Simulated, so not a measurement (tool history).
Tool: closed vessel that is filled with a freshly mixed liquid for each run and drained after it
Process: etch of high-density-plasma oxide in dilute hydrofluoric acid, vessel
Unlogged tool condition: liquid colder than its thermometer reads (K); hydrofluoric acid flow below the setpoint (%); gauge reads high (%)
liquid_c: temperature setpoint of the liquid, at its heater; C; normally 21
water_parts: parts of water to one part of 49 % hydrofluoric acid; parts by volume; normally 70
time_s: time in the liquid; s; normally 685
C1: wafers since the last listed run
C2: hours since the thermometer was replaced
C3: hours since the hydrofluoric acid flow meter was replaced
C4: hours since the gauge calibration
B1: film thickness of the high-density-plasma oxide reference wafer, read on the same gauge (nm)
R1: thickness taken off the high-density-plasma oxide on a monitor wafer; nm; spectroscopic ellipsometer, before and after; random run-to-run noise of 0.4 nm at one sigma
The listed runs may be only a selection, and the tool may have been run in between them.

{"run": 1, "hour": 0.0, "liquid_c": 21, "water_parts": 70, "time_s": 685, "C1": 0, "C2": 605, "C3": 2322.3, "C4": 111.6, "B1": 80, "R1": 44.65}
{"run": 2, "hour": 28.9, "liquid_c": 21, "water_parts": 70, "time_s": 685, "C1": 1890, "C2": 633.9, "C3": 2351.2, "C4": 140.5, "B1": 80.03, "R1": 44.84}
{"run": 3, "hour": 44.5, "liquid_c": 21, "water_parts": 70, "time_s": 685, "C1": 1020, "C2": 649.5, "C3": 2366.8, "C4": 156.1, "B1": 80.02, "R1": 44.63}
{"run": 4, "hour": 80.3, "liquid_c": 21, "water_parts": 70, "time_s": 685, "C1": 2342, "C2": 685.3, "C3": 2402.6, "C4": 191.9, "B1": 80.02, "R1": 45.02}
{"run": 5, "hour": 112.8, "liquid_c": 21, "water_parts": 70, "time_s": 685, "C1": 2126, "C2": 717.8, "C3": 2435.1, "C4": 224.4, "B1": 79.97, "R1": 44.9}
{"run": 6, "hour": 134.7, "liquid_c": 21, "water_parts": 70, "time_s": 685, "C1": 1432, "C2": 739.7, "C3": 2457, "C4": 246.3, "B1": 80, "R1": 45.07}
{"run": 7, "hour": 149.4, "liquid_c": 21, "water_parts": 70, "time_s": 685, "C1": 961, "C2": 754.4, "C3": 2471.7, "C4": 261, "B1": 80.03, "R1": 44.82}
{"run": 8, "hour": 173.0, "liquid_c": 21, "water_parts": 70, "time_s": 685, "C1": 1543, "C2": 778, "C3": 2495.3, "C4": 284.6, "B1": 79.98, "R1": 44.96}
{"run": 9, "hour": 203.5, "liquid_c": 21, "water_parts": 70, "time_s": 685, "C1": 1995, "C2": 808.5, "C3": 2525.8, "C4": 315.1, "B1": 80.01, "R1": 45.03}
{"run": 10, "hour": 225.5, "liquid_c": 21, "water_parts": 70, "time_s": 685, "C1": 1439, "C2": 830.5, "C3": 2547.8, "C4": 337.1, "B1": 80.01, "R1": 45.17}
{"run": 11, "hour": 253.6, "liquid_c": 21, "water_parts": 70, "time_s": 685, "C1": 1838, "C2": 858.6, "C3": 2575.9, "C4": 365.2, "B1": 79.99, "R1": 45.64}
{"hour": 258.8, "done": "thermometer replaced"}
{"hour": 273.1, "done": "hydrofluoric acid flow meter replaced"}
{"run": 12, "hour": 289.4, "liquid_c": 24, "water_parts": 70, "time_s": 685, "C1": 2211, "C2": 30.6, "C3": 16.3, "C4": 401, "B1": 79.99, "R1": 50.65}
{"hour": 290.5, "done": "gauge calibrated"}
{"run": 13, "hour": 323.5, "liquid_c": 24, "water_parts": 70, "time_s": 685, "C1": 2230, "C2": 64.7, "C3": 50.4, "C4": 33, "B1": 79.98, "R1": 51.07}
{"run": 14, "hour": 344.9, "liquid_c": 25.5, "water_parts": 70, "time_s": 685, "C1": 1400, "C2": 86.1, "C3": 71.8, "C4": 54.4, "B1": 79.98, "R1": 54.62}
{"run": 15, "hour": 359.4, "liquid_c": 24, "water_parts": 100, "time_s": 875, "C1": 948, "C2": 100.6, "C3": 86.3, "C4": 68.9, "B1": 79.96, "R1": 44.35}
{"run": 16, "hour": 388.6, "liquid_c": 21, "water_parts": 100, "time_s": 480, "C1": 1910, "C2": 129.8, "C3": 115.5, "C4": 98.1, "B1": 80.01, "R1": 21.28}
{"run": 17, "hour": 419.2, "liquid_c": 21, "water_parts": 70, "time_s": 685, "C1": 2001, "C2": 160.4, "C3": 146.1, "C4": 128.7, "B1": 79.99, "R1": 44.7}
{"run": 18, "hour": 447.8, "liquid_c": 21, "water_parts": 70, "time_s": 685, "C1": 1871, "C2": 189, "C3": 174.7, "C4": 157.3, "B1": 79.98, "R1": 46.01}
{"run": 19, "hour": 472.2, "liquid_c": 21, "water_parts": 50, "time_s": 685, "C1": 1596, "C2": 213.4, "C3": 199.1, "C4": 181.7, "B1": 79.98, "R1": 64.05}
{"run": 20, "hour": 495.4, "liquid_c": 21, "water_parts": 90, "time_s": 385, "C1": 1517, "C2": 236.6, "C3": 222.3, "C4": 204.9, "B1": 80.01, "R1": 19.28}
{"run": 21, "hour": 531.2, "liquid_c": 21, "water_parts": 70, "time_s": 685, "C1": 2342, "C2": 272.4, "C3": 258.1, "C4": 240.7, "B1": 80.04, "R1": 44.16}
{"run": 22, "hour": 581.3, "liquid_c": 21, "water_parts": 70, "time_s": 875, "C1": 3277, "C2": 322.5, "C3": 308.2, "C4": 290.8, "B1": 80, "R1": 57.38}
{"run": 23, "hour": 615.4, "liquid_c": 23.5, "water_parts": 90, "time_s": 865, "C1": 2230, "C2": 356.6, "C3": 342.3, "C4": 324.9, "B1": 80.01, "R1": 47.18}
{"run": 24, "hour": 635.1, "liquid_c": 23.5, "water_parts": 95, "time_s": 685, "C1": 1288, "C2": 376.3, "C3": 362, "C4": 344.6, "B1": 80.03, "R1": 35.66}
{"run": 25, "hour": 648.0, "liquid_c": 21, "water_parts": 70, "time_s": 685, "C1": 843, "C2": 389.2, "C3": 374.9, "C4": 357.5, "B1": 80, "R1": 44.63}
{"run": 26, "hour": 675.6, "liquid_c": 17, "water_parts": 70, "time_s": 495, "C1": 1805, "C2": 416.8, "C3": 402.5, "C4": 385.1, "B1": 79.98, "R1": 27.44}
{"hour": 693.4, "done": "gauge calibrated"}
{"run": 27, "hour": 705.6, "liquid_c": 21, "water_parts": 90, "time_s": 685, "C1": 1962, "C2": 446.8, "C3": 432.5, "C4": 12.2, "B1": 80, "R1": 34.1}

Predict each of these 5 candidate next runs independently; none follows another, all start after run 27:
{"run": "A", "hour": 706.4, "liquid_c": 21, "water_parts": 70, "time_s": 685, "C1": 52, "C2": 447.6, "C3": 433.3, "C4": 13, "B1": "?", "R1": "?"}
{"run": "B", "hour": 706.4, "liquid_c": 24, "water_parts": 85, "time_s": 830, "C1": 52, "C2": 447.6, "C3": 433.3, "C4": 13, "B1": "?", "R1": "?"}
{"run": "C", "hour": 706.4, "liquid_c": 17, "water_parts": 90, "time_s": 865, "C1": 52, "C2": 447.6, "C3": 433.3, "C4": 13, "B1": "?", "R1": "?"}
{"run": "D", "hour": 706.4, "liquid_c": 17, "water_parts": 70, "time_s": 395, "C1": 52, "C2": 447.6, "C3": 433.3, "C4": 13, "B1": "?", "R1": "?"}
{"run": "E", "hour": 706.4, "liquid_c": 21, "water_parts": 95, "time_s": 575, "C1": 52, "C2": 447.6, "C3": 433.3, "C4": 13, "B1": "?", "R1": "?"}

run=A B1=79.98 R1=44.57
run=B B1=79.98 R1=49.35
run=C B1=79.98 R1=36.18
run=D B1=79.98 R1=21.7
run=E B1=79.98 R1=26.77
With no hidden state in the tool, these same runs would have given:
run=A R1=44.57
run=B R1=49.35
run=C R1=36.18
run=D R1=21.7
run=E R1=26.77
